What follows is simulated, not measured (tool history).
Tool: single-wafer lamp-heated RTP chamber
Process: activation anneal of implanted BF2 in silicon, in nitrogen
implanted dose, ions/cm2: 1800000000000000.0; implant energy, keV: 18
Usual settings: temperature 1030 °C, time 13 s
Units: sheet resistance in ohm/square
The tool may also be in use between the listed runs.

| run | hour | temperature | time | read-back reference wafer on the same gauge, sheet resistance | sheet resistance |
|---|---|---|---|---|---|
| 1 | 0.0 | 1030 | 13 | 158.96 | 141.46 |
| 2 | 38.5 | 1030 | 13 | 159.09 | 141.35 |
|  | 51.7 | reflector plate cleaned |
| 3 | 111.9 | 1030 | 13 | 159.06 | 141.27 |
| 4 | 235.5 | 1037 | 18 | 158.83 | 124.09 |
| 5 | 319.0 | 1037 | 18 | 159.02 | 123.60 |
| 6 | 367.9 | 1030 | 13 | 158.82 | 140.21 |
| 7 | 429.4 | 1030 | 13 | 159.02 | 139.72 |
| 8 | 523.7 | 1030 | 13 | 159.24 | 138.64 |
| 9 | 561.6 | 1030 | 19 | 158.89 | 127.53 |
|  | 579.7 | pyrometer window cleaned and pyrometer calibrated |
| 10 | 664.2 | 1030 | 19 | 158.82 | 131.47 |
|  | 682.3 | reflector plate cleaned |
| 11 | 719.0 | 1030 | 19 | 159.21 | 131.55 |
| 12 | 798.4 | 1030 | 13 | 158.92 | 141.53 |
| 13 | 885.8 | 1030 | 13 | 158.87 | 141.83 |
| 14 | 945.5 | 1030 | 13 | 159.12 | 140.98 |
| 15 | 1009.2 | 1053 | 16 | 158.85 | 113.34 |
| 16 | 1102.8 | 1049 | 13 | 159.03 | 121.55 |
|  | 1188.4 | pyrometer window cleaned and pyrometer calibrated |
| 17 | 1194.5 | 1002 | 8 | 158.97 | 189.36 |
| 18 | 1298.4 | 1021 | 8 | 159.11 | 165.83 |
| 19 | 1349.4 | 1040 | 6 | 159.25 | 151.74 |
|  | 1372.1 | reflector plate cleaned |
| 20 | 1417.3 | 1008 | 13 | 159.00 | 168.38 |
| 21 | 1508.0 | 1041 | 10 | 159.16 | 137.49 |
| 22 | 1601.4 | 1030 | 13 | 159.05 | 141.35 |
| 23 | 1705.9 | 1030 | 15 | 158.78 | 136.69 |
|  | 1749.1 | pyrometer window cleaned and pyrometer calibrated |
| 24 | 1799.9 | 1030 | 13 | 158.91 | 142.57 |
| 25 | 1873.1 | 1039 | 9 | 158.98 | 142.77 |
| 26 | 1927.6 | 1030 | 13 | 158.99 | 142.77 |
|  | 1941.5 | gauge calibrated |
| 27 | 1973.1 | 1030 | 13 | 158.92 | 141.60 |
|  | 2023.2 | reflector plate cleaned |
| 28 | 2068.7 | 1056 | 6 | 158.73 | 134.68 |
| 29 | 2156.3 | 1030 | 13 | 159.02 | 141.04 |
| 30 | 2255.1 | 1011 | 13 | 158.69 | 163.17 |
| 31 | 2363.1 | 1053 | 16 | 159.22 | 111.88 |
| 32 | 2404.0 | 1030 | 13 | 159.12 | 139.17 |
|  | 2465.9 | pyrometer window cleaned and pyrometer calibrated |
| 33 | 2471.9 | 1002 | 17 | 159.08 | 169.64 |
| 34 | 2537.0 | 1030 | 13 | 159.07 | 142.63 |
| 35 | 2605.6 | 1030 | 13 | 158.90 | 142.28 |
| 36 | 2700.0 | 1011 | 11 | 159.07 | 169.23 |

4 ways to go on from here, each from the tool as it stands after run 36. What would each give?
| A | 2700.4 | 1039 | 13 | ? | ? |
| B | 2700.4 | 1041 | 13 | ? | ? |
| C | 2700.4 | 1057 | 10 | ? | ? |
| D | 2700.4 | 1018 | 9 | ? | ? |

| run | read-back reference wafer on the same gauge, sheet resistance | sheet resistance |
|---|---|---|
| A | 158.96 | 132.05 |
| B | 158.96 | 130.03 |
| C | 158.96 | 121.73 |
| D | 158.96 | 166.06 |
Without the tool's hidden state the same runs would have given:
| run | sheet resistance |
|---|---|
| A | 132.37 |
| B | 130.35 |
| C | 122.01 |
| D | 166.45 |
